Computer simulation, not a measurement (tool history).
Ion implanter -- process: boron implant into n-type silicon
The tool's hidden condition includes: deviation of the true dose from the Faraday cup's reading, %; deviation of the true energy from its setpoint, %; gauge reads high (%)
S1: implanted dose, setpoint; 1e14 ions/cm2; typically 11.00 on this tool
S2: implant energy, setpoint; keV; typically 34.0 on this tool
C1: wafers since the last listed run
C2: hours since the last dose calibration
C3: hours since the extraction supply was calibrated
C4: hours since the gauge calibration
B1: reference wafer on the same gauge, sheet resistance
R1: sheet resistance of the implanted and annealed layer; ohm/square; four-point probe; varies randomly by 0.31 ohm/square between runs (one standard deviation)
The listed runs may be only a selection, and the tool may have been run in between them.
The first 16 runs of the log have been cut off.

| run | day | S1 | S2 | C1 | C2 | C3 | C4 | B1 | R1 |
|---|---|---|---|---|---|---|---|---|---|
| 17 | 16.279 | 11.00 | 34.0 | 555 | 1788.0 | 2704.3 | 740.0 | 106.16 | 100.47 |
| 18 | 16.946 | 9.28 | 38.0 | 662 | 1804.0 | 2720.3 | 756.0 | 106.19 | 114.81 |
|  | 16.958 | gauge calibrated |
| 19 | 18.050 | 9.95 | 29.5 | 1097 | 1830.5 | 2746.8 | 26.2 | 106.20 | 110.69 |
|  | 19.325 | extraction supply calibrated |
| 20 | 19.346 | 11.00 | 34.0 | 957 | 1861.6 | 0.5 | 57.3 | 106.19 | 100.86 |
| 21 | 20.708 | 9.64 | 37.5 | 1354 | 1894.3 | 33.2 | 90.0 | 106.20 | 111.27 |
| 22 | 22.142 | 11.00 | 34.0 | 1425 | 1928.7 | 67.6 | 124.4 | 106.23 | 100.32 |
|  | 22.575 | Faraday cup replaced and dose calibrated |
| 23 | 23.458 | 9.95 | 29.5 | 977 | 21.2 | 99.2 | 156.0 | 106.19 | 112.99 |
| 24 | 24.054 | 13.83 | 34.0 | 592 | 35.5 | 113.5 | 170.3 | 106.19 | 86.21 |
| 25 | 25.117 | 11.00 | 31.0 | 1056 | 61.0 | 139.0 | 195.8 | 106.19 | 103.93 |
| 26 | 26.412 | 11.00 | 34.0 | 1288 | 92.1 | 170.1 | 226.9 | 106.25 | 103.26 |
| 27 | 27.800 | 11.00 | 34.0 | 1379 | 125.4 | 203.4 | 260.2 | 106.21 | 103.45 |
| 28 | 28.950 | 12.63 | 34.0 | 1143 | 153.0 | 231.0 | 287.8 | 106.14 | 92.98 |
|  | 30.029 | Faraday cup replaced and dose calibrated, repeated, since the last time left the tool worse |
| 29 | 30.729 | 8.27 | 23.5 | 1437 | 16.8 | 273.7 | 330.5 | 106.13 | 127.18 |
| 30 | 32.108 | 11.98 | 41.0 | 1371 | 49.9 | 306.8 | 363.6 | 106.19 | 92.02 |
| 31 | 33.058 | 9.67 | 45.0 | 944 | 72.7 | 329.6 | 386.4 | 106.16 | 107.97 |
| 32 | 34.362 | 8.35 | 31.0 | 1296 | 104.0 | 360.9 | 417.7 | 106.20 | 125.18 |
| 33 | 35.779 | 13.78 | 25.5 | 1408 | 138.0 | 394.9 | 451.7 | 106.21 | 84.49 |
| 34 | 36.642 | 12.42 | 27.5 | 857 | 158.7 | 415.6 | 472.4 | 106.22 | 91.16 |
| 35 | 37.479 | 13.00 | 44.0 | 832 | 178.8 | 435.7 | 492.5 | 106.20 | 85.92 |
| 36 | 38.962 | 11.00 | 34.0 | 1474 | 214.4 | 471.3 | 528.1 | 106.20 | 99.24 |
| 37 | 39.517 | 8.32 | 42.0 | 551 | 227.7 | 484.6 | 541.4 | 106.21 | 122.97 |
| 38 | 40.096 | 8.09 | 31.0 | 575 | 241.6 | 498.5 | 555.3 | 106.26 | 128.31 |

What if the next run were any one of these 3? Each begins from the tool's condition after run 38:
| A | 40.112 | 11.00 | 45.5 | 16 | 242.0 | 498.9 | 555.7 | ? | ? |
| B | 40.112 | 8.82 | 28.5 | 16 | 242.0 | 498.9 | 555.7 | ? | ? |
| C | 40.112 | 9.24 | 37.0 | 16 | 242.0 | 498.9 | 555.7 | ? | ? |

| run | B1 | R1 |
|---|---|---|
| A | 106.15 | 98.37 |
| B | 106.15 | 120.42 |
| C | 106.15 | 114.12 |
Take away the tool's hidden state, keep each run's random variation, and the runs would have read:
| run | R1 |
|---|---|
| A | 97.20 |
| B | 118.93 |
| C | 112.75 |
